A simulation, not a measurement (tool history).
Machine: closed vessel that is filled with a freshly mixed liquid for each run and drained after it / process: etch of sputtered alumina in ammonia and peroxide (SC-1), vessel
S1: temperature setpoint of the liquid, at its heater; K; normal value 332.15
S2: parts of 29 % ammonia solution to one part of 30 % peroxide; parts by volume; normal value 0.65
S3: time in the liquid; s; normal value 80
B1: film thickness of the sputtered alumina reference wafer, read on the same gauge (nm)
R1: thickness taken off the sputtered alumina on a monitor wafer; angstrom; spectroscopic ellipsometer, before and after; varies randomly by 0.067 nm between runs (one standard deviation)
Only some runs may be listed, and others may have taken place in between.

run,day,S1,S2,S3,B1,R1
1,0,324.65,0.65,80,29.97,61.5
2,1.383,332.15,0.65,80,30.02,93
3,2.446,332.15,0.65,80,30.01,92.4
# day 2.975: new drum of ammonia solution connected
4,3.667,322.65,0.35,60,30.04,39.1
5,4.796,332.15,0.8,80,29.98,94.6
6,8.158,332.15,0.9,80,30.03,94.7
7,9.017,323.15,0.65,80,30,56.5
# day 9.838: thermometer replaced
8,10.421,336.65,0.65,80,30.04,131.3
9,11.867,329.65,0.65,30,29.99,34.3
10,12.767,327.15,0.85,80,29.97,81.8
# day 13.975: ammonia flow meter replaced
11,16.392,332.15,0.65,110,29.97,144.1
12,17.4,336.15,0.8,30,29.98,48.4
13,17.912,327.15,0.85,80,30,81.6
# day 18.079: new drum of ammonia solution connected
14,18.871,325.65,0.85,115,29.98,109.4
15,20.238,332.15,0.65,80,30,103.2
16,22.012,332.15,0.4,80,29.96,98.6
17,22.767,337.15,0.65,80,30.02,132.9
18,24.262,332.15,0.65,80,30.01,103.2
19,25.175,332.15,0.85,95,30.03,125.8
20,25.683,332.15,0.65,120,30.01,152.7
21,26.204,332.15,0.65,80,30.02,102.6
22,27.488,326.65,0.65,35,30,33.8
23,28.558,327.65,0.75,60,29.94,61.5
24,29.796,328.65,0.8,65,29.97,71.2
25,30.533,332.15,0.65,80,30.03,102.8
# day 31.021: new drum of ammonia solution connected
26,31.504,340.65,0.65,35,30.01,68.8
27,32.5,332.15,0.65,80,30.06,102.7
28,33.071,323.15,0.55,55,29.98,43.2

Alternative continuations, all from the tool just after run 28; predict every row:
A,33.1,332.15,0.65,80,?,?
B,33.1,332.15,0.65,35,?,?
C,33.1,336.15,0.55,65,?,?
D,33.1,332.15,0.9,100,?,?

run,B1,R1
A,30.03,104
B,30.03,45.5
C,30.03,102.1
D,30.03,134
With no hidden state in the tool, these same runs would have given:
run,R1
A,107.8
B,47.1
C,105.7
D,138.9

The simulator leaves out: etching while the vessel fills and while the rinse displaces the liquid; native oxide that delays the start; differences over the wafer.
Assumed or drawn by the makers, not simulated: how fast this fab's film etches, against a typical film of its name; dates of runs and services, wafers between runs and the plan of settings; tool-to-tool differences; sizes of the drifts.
